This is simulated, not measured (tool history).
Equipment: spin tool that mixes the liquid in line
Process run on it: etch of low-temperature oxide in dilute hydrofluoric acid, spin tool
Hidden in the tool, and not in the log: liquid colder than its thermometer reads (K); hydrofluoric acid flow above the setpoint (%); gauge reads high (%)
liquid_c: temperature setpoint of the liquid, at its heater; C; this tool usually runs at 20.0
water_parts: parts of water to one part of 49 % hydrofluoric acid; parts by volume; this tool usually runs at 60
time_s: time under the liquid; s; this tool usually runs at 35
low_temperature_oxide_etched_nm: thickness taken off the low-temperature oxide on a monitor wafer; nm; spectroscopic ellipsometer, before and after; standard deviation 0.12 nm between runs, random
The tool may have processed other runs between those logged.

run   hour  liquid_c  water_parts  time_s  wafers since the last listed run  hours since the thermometer was replaced  hours since the hydrofluoric acid flow meter was replaced  hours since the gauge calibration  read-back film thickness of the low-temperature oxide reference wafer, read on the same gauge (nm)  low_temperature_oxide_etched_nm
  1    0.0      20.0           60      35                                 0                                     815.4                                                     1309.0                               26.2                                                                                              120.02                            13.15
  2    6.2      20.0           60      35                                79                                     821.6                                                     1315.2                               32.4                                                                                              119.97                            13.39
  3   13.9      20.0           70      30                                98                                     829.3                                                     1322.9                               40.1                                                                                              119.98                             9.51
  4   23.8      20.0           80      35                               126                                     839.2                                                     1332.8                               50.0                                                                                              119.99                             9.73
  5   38.5      20.0           80      35                               187                                     853.9                                                     1347.5                               64.7                                                                                              120.01                             9.74
  6   52.6      20.0           80      35                               180                                     868.0                                                     1361.6                               78.8                                                                                              120.01                             9.62
  7   60.4      20.0           60      35                                99                                     875.8                                                     1369.4                               86.6                                                                                              120.01                            13.18
  8   86.3      20.0           60      35                               331                                     901.7                                                     1395.3                              112.5                                                                                              120.01                            13.46
  9   96.7      20.0           60      35                               132                                     912.1                                                     1405.7                              122.9                                                                                              119.98                            13.23
 10  106.9      17.0           60      25                               130                                     922.3                                                     1415.9                              133.1                                                                                              120.00                             8.22
 11  129.5      17.0           60      25                               288                                     944.9                                                     1438.5                              155.7                                                                                              120.02                             8.16
 12  139.8      20.0           60      35                               131                                     955.2                                                     1448.8                              166.0                                                                                              119.99                            12.97
 13  146.0      20.0           60      35                                79                                     961.4                                                     1455.0                              172.2                                                                                              119.98                            13.11
 14  158.1      20.0           60      35                               154                                     973.5                                                     1467.1                              184.3                                                                                              120.00                            13.30
 15  167.0      20.0           60      35                               113                                     982.4                                                     1476.0                              193.2                                                                                              120.00                            12.93
 16  175.6      20.0           60      35                               109                                     991.0                                                     1484.6                              201.8                                                                                              119.99                            12.95
 17  193.4      18.0           70      35                               227                                    1008.8                                                     1502.4                              219.6                                                                                              120.00                            10.02
 18  243.3      20.0           60      45                               637                                    1058.7                                                     1552.3                              269.5                                                                                              120.01                            16.61
 19  249.4      20.0           60      35                                77                                    1064.8                                                     1558.4                              275.6                                                                                              119.99                            13.02
 20  258.7      20.0           35      35                               118                                    1074.1                                                     1567.7                              284.9                                                                                              120.00                            22.60
     260.8  -- hydrofluoric acid flow meter replaced
     267.9  -- gauge calibrated
 21  271.4      23.0           35      50                               149                                    1086.8                                                       10.6                                3.5                                                                                              120.01                            37.31
 22  283.1      20.0           60      35                               149                                    1098.5                                                       22.3                               15.2                                                                                              120.00                            12.94
 23  300.2      20.0           35      15                               218                                    1115.6                                                       39.4                               32.3                                                                                              119.99                             9.74
     301.4  -- thermometer replaced
 24  312.2      20.0           60      35                               140                                      10.8                                                       51.4                               44.3                                                                                              120.00                            14.34
 25  324.2      22.0           80      45                               153                                      22.8                                                       63.4                               56.3                                                                                              119.99                            14.74
 26  334.6      20.0           60      20                               132                                      33.2                                                       73.8                               66.7                                                                                              120.00                             8.27
 27  349.1      24.0           35      35                               185                                      47.7                                                       88.3                               81.2                                                                                              120.00                            30.28
 28  355.3      24.0           40      50                                79                                      53.9                                                       94.5                               87.4                                                                                              120.00                            37.26
 29  362.8      20.0           60      45                                95                                      61.4                                                      102.0                               94.9                                                                                              120.00                            18.38
 30  374.6      20.0           60      35                               150                                      73.2                                                      113.8                              106.7                                                                                              120.02                            14.21
 31  390.5      20.0           60      50                               203                                      89.1                                                      129.7                              122.6                                                                                              120.02                            20.71
 32  405.6      20.0           60      35                               192                                     104.2                                                      144.8                              137.7                                                                                              120.01                            14.43

Hidden condition of the tool, last listed run before each entry between runs versus first listed run after:
In the gap between runs 20 and 21: hydrofluoric acid flow meter replaced (hour 260.8); gauge calibrated (hour 267.9)
  liquid colder than its thermometer reads (K): 2.71 -> 2.74
  measured value less the no-hidden-state value, low_temperature_oxide_etched_nm: -2.82 -> -4.60 nm
In the gap between runs 23 and 24: thermometer replaced (hour 301.4)
  liquid colder than its thermometer reads (K): 2.81 -> 0.118
  measured value less the no-hidden-state value, low_temperature_oxide_etched_nm: -1.26 -> -0.07 nm
